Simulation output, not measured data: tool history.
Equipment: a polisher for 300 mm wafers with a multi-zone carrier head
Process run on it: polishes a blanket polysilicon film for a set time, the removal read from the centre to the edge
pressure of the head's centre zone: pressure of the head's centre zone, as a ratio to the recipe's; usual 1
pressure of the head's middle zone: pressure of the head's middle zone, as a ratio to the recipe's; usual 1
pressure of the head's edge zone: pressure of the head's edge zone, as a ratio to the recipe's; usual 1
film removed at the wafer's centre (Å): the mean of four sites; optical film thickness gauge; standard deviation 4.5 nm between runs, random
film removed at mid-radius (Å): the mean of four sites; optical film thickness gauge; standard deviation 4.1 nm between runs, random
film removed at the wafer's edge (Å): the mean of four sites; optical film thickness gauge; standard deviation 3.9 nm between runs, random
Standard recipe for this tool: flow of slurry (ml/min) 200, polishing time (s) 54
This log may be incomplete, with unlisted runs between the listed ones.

run	hour	flow of slurry (ml/min)	pressure of the head's centre zone	pressure of the head's middle zone	pressure of the head's edge zone	polishing time (s)	incoming thickness of the incoming film, nm	film removed at the wafer's centre (Å)	film removed at mid-radius (Å)	film removed at the wafer's edge (Å)
1	0	200	1	1	1	54	1038.3	3942	4325	4377
2	20.4	200	1	1	1	54	1001.3	3940	4351	4391
3	48.7	200	1	1	1	54	1027.6	3891	4350	4446
# hour 63.9: worn pad replaced by a new one
4	64.4	170	1	1	1	54	1012.6	3742	4285	4303
5	87.6	200	1	1	1	54	1025.1	3947	4397	4453
6	106.5	200	1	1	1	54	1031	3914	4453	4405
7	122.3	200	1	1	1	54	1015.1	3991	4390	4413
8	144.8	200	1	1	1	54	1027.8	3842	4382	4449
9	169.4	200	1	1	1	54	1031.5	3900	4378	4343
# hour 182.7: edge zone pressure recalibrated
10	191.5	200	1	1	1	54	1010	3961	4329	4394
# hour 209.3: worn pad replaced by a new one
11	225.4	200	1	1	1	54	1029.8	3977	4430	4428
12	251.3	200	1	1.03	1	54	1022.6	3962	4489	4470
13	281.8	200	1.09	1	1	54	1014.2	4136	4403	4447
14	312	270	1	1	1	54	1011.5	4030	4529	4515
# hour 326.2: carrier head's membrane replaced by a new one
# hour 335.5: worn pad replaced by a new one
15	336	150	1.04	1	1	54	1020.4	3769	4163	4241
16	356	200	1	1.08	1.11	54	1003.2	3849	4552	4613

Run 17 comes next. What will it give?
17	377.9	200	1	1	1	54	1017.3	?	?	?

{"run 17": {"film removed at the wafer's centre (Å)": 3813, "film removed at mid-radius (Å)": 4373, "film removed at the wafer's edge (Å)": 4355}}
Minus the tool's unlogged condition, the same run would have read film removed at the wafer's centre (Å) 4257, film removed at mid-radius (Å) 4370, film removed at the wafer's edge (Å) 4355.
